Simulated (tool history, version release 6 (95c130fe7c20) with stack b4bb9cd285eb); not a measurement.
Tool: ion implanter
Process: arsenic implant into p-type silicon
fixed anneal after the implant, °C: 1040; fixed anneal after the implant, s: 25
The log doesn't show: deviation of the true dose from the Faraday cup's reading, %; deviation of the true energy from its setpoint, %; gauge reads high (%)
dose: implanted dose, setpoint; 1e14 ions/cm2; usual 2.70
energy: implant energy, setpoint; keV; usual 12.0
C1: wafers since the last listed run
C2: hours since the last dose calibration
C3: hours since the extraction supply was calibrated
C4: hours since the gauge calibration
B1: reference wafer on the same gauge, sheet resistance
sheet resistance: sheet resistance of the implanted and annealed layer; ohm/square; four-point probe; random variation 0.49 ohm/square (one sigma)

run 1 hour=0.0 | dose=2.70 energy=12.0 | C1=0 C2=2050.7 C3=5215.8 C4=142.4 | B1=315.96 | sheet_resistance=341.69
run 2 hour=11.6 | dose=2.70 energy=12.0 | C1=219 C2=2062.3 C3=5227.4 C4=154.0 | B1=315.81 | sheet_resistance=341.15
run 3 hour=27.9 | dose=2.70 energy=12.0 | C1=308 C2=2078.6 C3=5243.7 C4=170.3 | B1=316.22 | sheet_resistance=341.08
run 4 hour=34.5 | dose=2.70 energy=12.0 | C1=124 C2=2085.2 C3=5250.3 C4=176.9 | B1=316.13 | sheet_resistance=342.49
run 5 hour=44.7 | dose=2.70 energy=9.5 | C1=193 C2=2095.4 C3=5260.5 C4=187.1 | B1=316.14 | sheet_resistance=347.68
run 6 hour=53.2 | dose=2.70 energy=9.5 | C1=160 C2=2103.9 C3=5269.0 C4=195.6 | B1=316.22 | sheet_resistance=347.22
run 7 hour=60.2 | dose=2.70 energy=12.0 | C1=132 C2=2110.9 C3=5276.0 C4=202.6 | B1=315.91 | sheet_resistance=341.48
run 8 hour=85.9 | dose=2.70 energy=12.0 | C1=486 C2=2136.6 C3=5301.7 C4=228.3 | B1=316.05 | sheet_resistance=341.28
run 9 hour=101.8 | dose=2.70 energy=12.0 | C1=300 C2=2152.5 C3=5317.6 C4=244.2 | B1=316.00 | sheet_resistance=341.83
run 10 hour=114.9 | dose=2.35 energy=12.0 | C1=247 C2=2165.6 C3=5330.7 C4=257.3 | B1=315.91 | sheet_resistance=381.64
run 11 hour=126.6 | dose=3.27 energy=12.0 | C1=221 C2=2177.3 C3=5342.4 C4=269.0 | B1=315.93 | sheet_resistance=293.78
run 12 hour=134.6 | dose=2.70 energy=14.0 | C1=151 C2=2185.3 C3=5350.4 C4=277.0 | B1=315.96 | sheet_resistance=337.49
run 13 hour=142.1 | dose=2.70 energy=14.0 | C1=141 C2=2192.8 C3=5357.9 C4=284.5 | B1=316.08 | sheet_resistance=336.29
run 14 hour=158.6 | dose=2.70 energy=12.0 | C1=312 C2=2209.3 C3=5374.4 C4=301.0 | B1=315.89 | sheet_resistance=341.48
run 15 hour=175.1 | dose=2.70 energy=12.0 | C1=312 C2=2225.8 C3=5390.9 C4=317.5 | B1=316.12 | sheet_resistance=341.15
run 16 hour=182.3 | dose=2.70 energy=12.0 | C1=136 C2=2233.0 C3=5398.1 C4=324.7 | B1=316.18 | sheet_resistance=342.39
-- hour=182.6 gauge calibrated
-- hour=194.1 Faraday cup replaced and dose calibrated
run 17 hour=196.9 | dose=3.47 energy=15.0 | C1=124 C2=2.8 C3=5412.7 C4=14.3 | B1=316.01 | sheet_resistance=266.25
-- hour=210.4 extraction supply calibrated
run 18 hour=210.9 | dose=2.70 energy=12.0 | C1=113 C2=16.8 C3=0.5 C4=28.3 | B1=316.02 | sheet_resistance=328.76
run 19 hour=222.4 | dose=2.70 energy=8.5 | C1=217 C2=28.3 C3=12.0 C4=39.8 | B1=315.99 | sheet_resistance=336.94
run 20 hour=234.9 | dose=2.70 energy=12.0 | C1=236 C2=40.8 C3=24.5 C4=52.3 | B1=316.33 | sheet_resistance=330.66
run 21 hour=252.1 | dose=2.70 energy=12.0 | C1=325 C2=58.0 C3=41.7 C4=69.5 | B1=316.32 | sheet_resistance=329.98
run 22 hour=258.3 | dose=2.70 energy=9.0 | C1=117 C2=64.2 C3=47.9 C4=75.7 | B1=315.76 | sheet_resistance=337.33
run 23 hour=273.8 | dose=2.70 energy=8.0 | C1=293 C2=79.7 C3=63.4 C4=91.2 | B1=316.27 | sheet_resistance=338.90
run 24 hour=291.0 | dose=2.20 energy=14.0 | C1=325 C2=96.9 C3=80.6 C4=108.4 | B1=315.95 | sheet_resistance=383.23
run 25 hour=303.4 | dose=3.37 energy=10.0 | C1=234 C2=109.3 C3=93.0 C4=120.8 | B1=316.09 | sheet_resistance=281.50
run 26 hour=315.4 | dose=2.70 energy=12.0 | C1=227 C2=121.3 C3=105.0 C4=132.8 | B1=316.13 | sheet_resistance=331.78
run 27 hour=330.8 | dose=2.19 energy=9.0 | C1=291 C2=136.7 C3=120.4 C4=148.2 | B1=315.95 | sheet_resistance=399.51
run 28 hour=341.9 | dose=3.51 energy=8.5 | C1=210 C2=147.8 C3=131.5 C4=159.3 | B1=316.08 | sheet_resistance=275.49
run 29 hour=380.7 | dose=2.18 energy=8.5 | C1=734 C2=186.6 C3=170.3 C4=198.1 | B1=315.94 | sheet_resistance=404.11
run 30 hour=388.7 | dose=2.44 energy=10.0 | C1=151 C2=194.6 C3=178.3 C4=206.1 | B1=316.11 | sheet_resistance=365.50
run 31 hour=431.4 | dose=2.98 energy=9.0 | C1=808 C2=237.3 C3=221.0 C4=248.8 | B1=315.94 | sheet_resistance=315.01
run 32 hour=448.7 | dose=2.70 energy=15.5 | C1=327 C2=254.6 C3=238.3 C4=266.1 | B1=316.01 | sheet_resistance=326.68
run 33 hour=458.6 | dose=3.42 energy=12.0 | C1=187 C2=264.5 C3=248.2 C4=276.0 | B1=316.00 | sheet_resistance=276.31

Hidden state at the last listed run before each entry between runs and at the first one after, where it differs:
Between runs 16 and 17: gauge calibrated (hour 182.6); Faraday cup replaced and dose calibrated (hour 194.1)
  deviation of the true dose from the Faraday cup's reading, %: -4.4 -> 0.169
  measured less the result without the state, sheet resistance: +11.91 -> -0.35 ohm/square
Between runs 17 and 18: extraction supply calibrated (hour 210.4)
  deviation of the true dose from the Faraday cup's reading, %: 0.169 -> 0.0573
  measured less the result without the state, sheet resistance: -0.35 -> -0.15 ohm/square

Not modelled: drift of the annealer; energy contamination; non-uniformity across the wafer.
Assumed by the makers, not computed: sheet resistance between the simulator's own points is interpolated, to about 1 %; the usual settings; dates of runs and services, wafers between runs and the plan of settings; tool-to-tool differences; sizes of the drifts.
